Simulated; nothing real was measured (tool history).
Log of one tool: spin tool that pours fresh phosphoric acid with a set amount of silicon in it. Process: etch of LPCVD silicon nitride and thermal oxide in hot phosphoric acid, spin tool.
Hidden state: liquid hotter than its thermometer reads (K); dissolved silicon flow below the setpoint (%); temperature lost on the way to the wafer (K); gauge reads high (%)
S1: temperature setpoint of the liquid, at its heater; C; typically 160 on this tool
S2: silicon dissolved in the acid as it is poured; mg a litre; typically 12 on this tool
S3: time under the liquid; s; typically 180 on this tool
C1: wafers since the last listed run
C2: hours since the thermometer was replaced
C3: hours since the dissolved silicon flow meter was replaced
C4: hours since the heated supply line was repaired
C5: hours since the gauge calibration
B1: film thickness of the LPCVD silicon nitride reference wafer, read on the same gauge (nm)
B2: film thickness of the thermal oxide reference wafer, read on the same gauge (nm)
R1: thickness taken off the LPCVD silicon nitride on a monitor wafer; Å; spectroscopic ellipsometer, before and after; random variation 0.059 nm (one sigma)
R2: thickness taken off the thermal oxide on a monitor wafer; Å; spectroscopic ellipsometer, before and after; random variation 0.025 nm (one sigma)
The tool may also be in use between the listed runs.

{"run": 1, "hour": 0.0, "S1": 160, "S2": 12, "S3": 180, "C1": 0, "C2": 1692.3, "C3": 1220.7, "C4": 2724.6, "C5": 1501.8, "B1": 49.23, "B2": 98.467, "R1": 144.9, "R2": 3.78}
{"run": 2, "hour": 66.2, "S1": 160, "S2": 12, "S3": 180, "C1": 467, "C2": 1758.5, "C3": 1286.9, "C4": 2790.8, "C5": 1568, "B1": 49.22, "B2": 98.435, "R1": 145.5, "R2": 3.69}
{"run": 3, "hour": 115.5, "S1": 160, "S2": 12, "S3": 180, "C1": 348, "C2": 1807.8, "C3": 1336.2, "C4": 2840.1, "C5": 1617.3, "B1": 49.23, "B2": 98.456, "R1": 144.3, "R2": 4.4}
{"run": 4, "hour": 180.1, "S1": 160, "S2": 12, "S3": 180, "C1": 456, "C2": 1872.4, "C3": 1400.8, "C4": 2904.7, "C5": 1681.9, "B1": 49.18, "B2": 98.392, "R1": 144.1, "R2": 3.96}
{"run": 5, "hour": 242.4, "S1": 160, "S2": 12, "S3": 180, "C1": 440, "C2": 1934.7, "C3": 1463.1, "C4": 2967, "C5": 1744.2, "B1": 49.2, "B2": 98.421, "R1": 144.9, "R2": 4.05}
{"hour": 322.1, "done": "gauge calibrated"}
{"hour": 328.4, "done": "thermometer replaced"}
{"run": 6, "hour": 343.2, "S1": 160, "S2": 12, "S3": 180, "C1": 705, "C2": 14.8, "C3": 1563.9, "C4": 3067.8, "C5": 21.1, "B1": 49.87, "B2": 99.695, "R1": 147, "R2": 3.68}
{"run": 7, "hour": 385.7, "S1": 160, "S2": 12, "S3": 100, "C1": 300, "C2": 57.3, "C3": 1606.4, "C4": 3110.3, "C5": 63.6, "B1": 49.79, "B2": 99.537, "R1": 81.3, "R2": 1.96}
{"run": 8, "hour": 431.8, "S1": 159, "S2": 21.5, "S3": 70, "C1": 325, "C2": 103.4, "C3": 1652.5, "C4": 3156.4, "C5": 109.7, "B1": 49.72, "B2": 99.437, "R1": 55.5, "R2": 1.16}
{"run": 9, "hour": 480.3, "S1": 157.5, "S2": 12, "S3": 235, "C1": 342, "C2": 151.9, "C3": 1701, "C4": 3204.9, "C5": 158.2, "B1": 49.68, "B2": 99.316, "R1": 175.6, "R2": 4.25}
{"run": 10, "hour": 577.8, "S1": 160, "S2": 12, "S3": 275, "C1": 689, "C2": 249.4, "C3": 1798.5, "C4": 3302.4, "C5": 255.7, "B1": 49.56, "B2": 99.159, "R1": 222, "R2": 5.77}
{"hour": 635.6, "done": "heated supply line repaired"}
{"run": 11, "hour": 671.2, "S1": 160, "S2": 12, "S3": 180, "C1": 653, "C2": 342.8, "C3": 1891.9, "C4": 35.6, "C5": 349.1, "B1": 49.52, "B2": 98.986, "R1": 145.3, "R2": 3.97}
{"run": 12, "hour": 819.9, "S1": 161, "S2": 12, "S3": 180, "C1": 1050, "C2": 491.5, "C3": 2040.6, "C4": 184.3, "C5": 497.8, "B1": 49.35, "B2": 98.709, "R1": 149.6, "R2": 4.48}
{"run": 13, "hour": 894.5, "S1": 160, "S2": 12, "S3": 180, "C1": 527, "C2": 566.1, "C3": 2115.2, "C4": 258.9, "C5": 572.4, "B1": 49.32, "B2": 98.59, "R1": 145.8, "R2": 3.7}

Run 14 comes next. What will it give?
{"run": 14, "hour": 1001.1, "S1": 160, "S2": 20, "S3": 180, "C1": 753, "C2": 672.7, "C3": 2221.8, "C4": 365.5, "C5": 679, "B1": "?", "B2": "?", "R1": "?", "R2": "?"}

Run 14 yielded B1 49.25, B2 98.53, R1 144.8 Å, R2 3.14 Å.
With no hidden state in the tool, this same run would have given R1 147 Å, R2 3.18 Å.
